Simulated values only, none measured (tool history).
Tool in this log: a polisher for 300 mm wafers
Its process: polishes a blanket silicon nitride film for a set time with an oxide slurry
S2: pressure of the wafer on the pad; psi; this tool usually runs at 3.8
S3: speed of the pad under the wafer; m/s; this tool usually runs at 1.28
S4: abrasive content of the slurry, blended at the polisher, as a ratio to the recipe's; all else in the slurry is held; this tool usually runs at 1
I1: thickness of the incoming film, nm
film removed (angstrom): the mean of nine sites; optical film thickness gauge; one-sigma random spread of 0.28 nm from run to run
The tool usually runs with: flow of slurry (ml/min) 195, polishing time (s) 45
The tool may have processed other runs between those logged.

Run 1, hour 0: usual settings but flow of slurry (ml/min) 170; I1 401.5. Result: film removed (angstrom) 325.
Run 2, hour 12.3: usual settings but flow of slurry (ml/min) 170; I1 408.5. Result: film removed (angstrom) 331.
Run 3, hour 23: usual settings but flow of slurry (ml/min) 170; I1 398. Result: film removed (angstrom) 329.
Run 4, hour 36.9: usual settings but S2 2.8 psi; I1 396.2. Result: film removed (angstrom) 274.
Run 5, hour 51.8: usual settings but S2 2.8 psi; I1 404.3. Result: film removed (angstrom) 274.
Run 6, hour 58.7: usual settings; I1 408.7. Result: film removed (angstrom) 338.
Run 7, hour 76.2: usual settings; I1 396.7. Result: film removed (angstrom) 333.
At hour 88.7: slurry nozzle cleaned.
Run 8, hour 92.3: usual settings; I1 407.1. Result: film removed (angstrom) 322.
At hour 102.5: worn pad replaced by a new one.
Run 9, hour 103: usual settings but S2 3.4 psi, polishing time (s) 39; I1 398.7. Result: film removed (angstrom) 262.
Run 10, hour 112.7: usual settings; I1 398.7. Result: film removed (angstrom) 320.
Run 11, hour 123.1: usual settings but flow of slurry (ml/min) 215, S3 1.52 m/s, S4 1.25, polishing time (s) 52; I1 401.8. Result: film removed (angstrom) 458.
At hour 127.7: head pressure recalibrated.
Run 12, hour 136.3: usual settings but flow of slurry (ml/min) 155; I1 393.6. Result: film removed (angstrom) 298.
Run 13, hour 175.4: usual settings but flow of slurry (ml/min) 220, polishing time (s) 33; I1 407.7. Result: film removed (angstrom) 232.
Run 14, hour 186.6: usual settings; I1 405.1. Result: film removed (angstrom) 310.
Run 15, hour 194: usual settings but flow of slurry (ml/min) 250, S3 1.1 m/s, polishing time (s) 53; I1 403.4. Result: film removed (angstrom) 338.
At hour 199.8: slurry nozzle cleaned, repeated, since the last time left the tool worse.
At hour 205.5: worn pad replaced by a new one.
Run 16, hour 206: usual settings; I1 399.5. Result: film removed (angstrom) 352.
Run 17, hour 211.5: usual settings but S2 2.8 psi, polishing time (s) 57; I1 406.4. Result: film removed (angstrom) 369.
Run 18, hour 220.7: usual settings but polishing time (s) 37; I1 399.7. Result: film removed (angstrom) 288.
Run 19, hour 234.8: usual settings; I1 400.8. Result: film removed (angstrom) 346.
Run 20, hour 250.1: usual settings but S3 1.68 m/s, S4 0.8, polishing time (s) 61; I1 400. Result: film removed (angstrom) 541.
Run 21, hour 267.1: usual settings but S4 1.2; I1 401.1. Result: film removed (angstrom) 361.
Run 22, hour 280.3: usual settings but flow of slurry (ml/min) 155, S3 1.02 m/s, S4 1.15, polishing time (s) 38; I1 392.3. Result: film removed (angstrom) 245.
Run 23, hour 286.9: usual settings but flow of slurry (ml/min) 215, S3 1.52 m/s, S4 1.25, polishing time (s) 52; I1 400. Result: film removed (angstrom) 501.
Run 24, hour 304: usual settings; I1 404. Result: film removed (angstrom) 343.
At hour 310.9: worn pad replaced by a new one.
Run 25, hour 314.3: usual settings but S4 1.1, polishing time (s) 38; I1 398.9. Result: film removed (angstrom) 298.

Run 26 has not been measured yet. What should we expect?
At hour 320.3: slurry blender recalibrated.
Run 26, hour 329.3: usual settings but flow of slurry (ml/min) 135, S3 0.96 m/s; I1 405.8. Result: film removed (angstrom) ?.

Run 26 gave film removed (angstrom) 255.
Without the tool's hidden state the same run would have given film removed (angstrom) 263.
